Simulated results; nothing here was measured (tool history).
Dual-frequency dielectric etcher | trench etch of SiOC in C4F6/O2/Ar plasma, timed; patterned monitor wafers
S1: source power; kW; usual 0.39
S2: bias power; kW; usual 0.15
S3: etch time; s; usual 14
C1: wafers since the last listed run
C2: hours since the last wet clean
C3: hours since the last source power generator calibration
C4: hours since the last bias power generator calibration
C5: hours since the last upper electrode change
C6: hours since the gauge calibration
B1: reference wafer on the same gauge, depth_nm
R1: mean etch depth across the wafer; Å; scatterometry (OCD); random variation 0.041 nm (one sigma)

{"run": 1, "hour": 0.0, "S1": 0.39, "S2": 0.15, "S3": 14, "C1": 0, "C2": 571.9, "C3": 2953.9, "C4": 3460.2, "C5": 1948.1, "C6": 586.2, "B1": 29.41, "R1": 266.3}
{"hour": 4.9, "done": "wet clean of the chamber"}
{"run": 2, "hour": 46.2, "S1": 0.39, "S2": 0.138, "S3": 14, "C1": 430, "C2": 41.3, "C3": 3000.1, "C4": 3506.4, "C5": 1994.3, "C6": 632.4, "B1": 29.39, "R1": 262.1}
{"run": 3, "hour": 85.9, "S1": 0.39, "S2": 0.138, "S3": 14, "C1": 413, "C2": 81, "C3": 3039.8, "C4": 3546.1, "C5": 2034, "C6": 672.1, "B1": 29.4, "R1": 262.7}
{"run": 4, "hour": 133.5, "S1": 0.39, "S2": 0.15, "S3": 14, "C1": 496, "C2": 128.6, "C3": 3087.4, "C4": 3593.7, "C5": 2081.6, "C6": 719.7, "B1": 29.39, "R1": 267.7}
{"run": 5, "hour": 201.5, "S1": 0.39, "S2": 0.166, "S3": 15, "C1": 708, "C2": 196.6, "C3": 3155.4, "C4": 3661.7, "C5": 2149.6, "C6": 787.7, "B1": 29.41, "R1": 295.6}
{"run": 6, "hour": 265.6, "S1": 0.39, "S2": 0.15, "S3": 14, "C1": 667, "C2": 260.7, "C3": 3219.5, "C4": 3725.8, "C5": 2213.7, "C6": 851.8, "B1": 29.39, "R1": 268}
{"run": 7, "hour": 370.7, "S1": 0.39, "S2": 0.15, "S3": 14, "C1": 1095, "C2": 365.8, "C3": 3324.6, "C4": 3830.9, "C5": 2318.8, "C6": 956.9, "B1": 29.4, "R1": 267.6}
{"run": 8, "hour": 406.9, "S1": 0.39, "S2": 0.15, "S3": 14, "C1": 377, "C2": 402, "C3": 3360.8, "C4": 3867.1, "C5": 2355, "C6": 993.1, "B1": 29.4, "R1": 267.2}
{"run": 9, "hour": 491.7, "S1": 0.39, "S2": 0.15, "S3": 14, "C1": 883, "C2": 486.8, "C3": 3445.6, "C4": 3951.9, "C5": 2439.8, "C6": 1077.9, "B1": 29.41, "R1": 266.7}
{"run": 10, "hour": 537.1, "S1": 0.39, "S2": 0.15, "S3": 14, "C1": 473, "C2": 532.2, "C3": 3491, "C4": 3997.3, "C5": 2485.2, "C6": 1123.3, "B1": 29.39, "R1": 266.9}
{"run": 11, "hour": 581.8, "S1": 0.39, "S2": 0.158, "S3": 14, "C1": 465, "C2": 576.9, "C3": 3535.7, "C4": 4042, "C5": 2529.9, "C6": 1168, "B1": 29.39, "R1": 270.7}
{"hour": 636.1, "done": "wet clean of the chamber"}
{"run": 12, "hour": 681.8, "S1": 0.39, "S2": 0.136, "S3": 16.5, "C1": 792, "C2": 45.7, "C3": 3635.7, "C4": 4142, "C5": 2629.9, "C6": 1268, "B1": 29.4, "R1": 307.5}
{"run": 13, "hour": 726.4, "S1": 0.39, "S2": 0.167, "S3": 16.5, "C1": 464, "C2": 90.3, "C3": 3680.3, "C4": 4186.6, "C5": 2674.5, "C6": 1312.6, "B1": 29.4, "R1": 326}
{"run": 14, "hour": 795.0, "S1": 0.39, "S2": 0.15, "S3": 14, "C1": 714, "C2": 158.9, "C3": 3748.9, "C4": 4255.2, "C5": 2743.1, "C6": 1381.2, "B1": 29.4, "R1": 268.2}
{"run": 15, "hour": 841.7, "S1": 0.43, "S2": 0.131, "S3": 14, "C1": 486, "C2": 205.6, "C3": 3795.6, "C4": 4301.9, "C5": 2789.8, "C6": 1427.9, "B1": 29.38, "R1": 268.8}
{"run": 16, "hour": 906.1, "S1": 0.39, "S2": 0.15, "S3": 18, "C1": 671, "C2": 270, "C3": 3860, "C4": 4366.3, "C5": 2854.2, "C6": 1492.3, "B1": 29.4, "R1": 344.6}
{"hour": 911.5, "done": "gauge calibrated"}
{"run": 17, "hour": 995.4, "S1": 0.36, "S2": 0.15, "S3": 14, "C1": 930, "C2": 359.3, "C3": 3949.3, "C4": 4455.6, "C5": 2943.5, "C6": 83.9, "B1": 29.41, "R1": 258.3}
{"hour": 1024.7, "done": "bias power generator calibrated"}
{"hour": 1076.1, "done": "source power generator calibrated"}
{"run": 18, "hour": 1099.7, "S1": 0.3, "S2": 0.125, "S3": 14, "C1": 1003, "C2": 463.6, "C3": 23.6, "C4": 75, "C5": 3047.8, "C6": 188.2, "B1": 29.41, "R1": 223.5}
{"hour": 1161.5, "done": "upper electrode replaced"}
{"run": 19, "hour": 1205.2, "S1": 0.47, "S2": 0.15, "S3": 16.5, "C1": 849, "C2": 569.1, "C3": 129.1, "C4": 180.5, "C5": 43.7, "C6": 293.7, "B1": 29.39, "R1": 336.1}
{"hour": 1330.2, "done": "wet clean of the chamber"}
{"run": 20, "hour": 1510.4, "S1": 0.39, "S2": 0.15, "S3": 14, "C1": 2930, "C2": 180.2, "C3": 434.3, "C4": 485.7, "C5": 348.9, "C6": 598.9, "B1": 29.42, "R1": 265.7}
{"run": 21, "hour": 1558.2, "S1": 0.34, "S2": 0.178, "S3": 11, "C1": 498, "C2": 228, "C3": 482.1, "C4": 533.5, "C5": 396.7, "C6": 646.7, "B1": 29.4, "R1": 207.1}
{"run": 22, "hour": 1620.2, "S1": 0.39, "S2": 0.15, "S3": 10.5, "C1": 646, "C2": 290, "C3": 544.1, "C4": 595.5, "C5": 458.7, "C6": 708.7, "B1": 29.41, "R1": 199.4}
{"run": 23, "hour": 1673.8, "S1": 0.29, "S2": 0.165, "S3": 11, "C1": 558, "C2": 343.6, "C3": 597.7, "C4": 649.1, "C5": 512.3, "C6": 762.3, "B1": 29.39, "R1": 189.4}

Forecast each of these 4 alternatives for the next run:
{"run": "A", "hour": 1674.2, "S1": 0.39, "S2": 0.15, "S3": 14, "C1": 4, "C2": 344, "C3": 598.1, "C4": 649.5, "C5": 512.7, "C6": 762.7, "B1": "?", "R1": "?"}
{"run": "B", "hour": 1674.2, "S1": 0.34, "S2": 0.15, "S3": 14, "C1": 4, "C2": 344, "C3": 598.1, "C4": 649.5, "C5": 512.7, "C6": 762.7, "B1": "?", "R1": "?"}
{"run": "C", "hour": 1674.2, "S1": 0.34, "S2": 0.15, "S3": 15.5, "C1": 4, "C2": 344, "C3": 598.1, "C4": 649.5, "C5": 512.7, "C6": 762.7, "B1": "?", "R1": "?"}
{"run": "D", "hour": 1674.2, "S1": 0.39, "S2": 0.175, "S3": 16.5, "C1": 4, "C2": 344, "C3": 598.1, "C4": 649.5, "C5": 512.7, "C6": 762.7, "B1": "?", "R1": "?"}

run=A B1=29.4 R1=265.8
run=B B1=29.4 R1=250.7
run=C B1=29.4 R1=277.6
run=D B1=29.4 R1=327.6
Without the tool's hidden state the same runs would have given:
run=A R1=265.6
run=B R1=250.6
run=C R1=277.4
run=D R1=327.4

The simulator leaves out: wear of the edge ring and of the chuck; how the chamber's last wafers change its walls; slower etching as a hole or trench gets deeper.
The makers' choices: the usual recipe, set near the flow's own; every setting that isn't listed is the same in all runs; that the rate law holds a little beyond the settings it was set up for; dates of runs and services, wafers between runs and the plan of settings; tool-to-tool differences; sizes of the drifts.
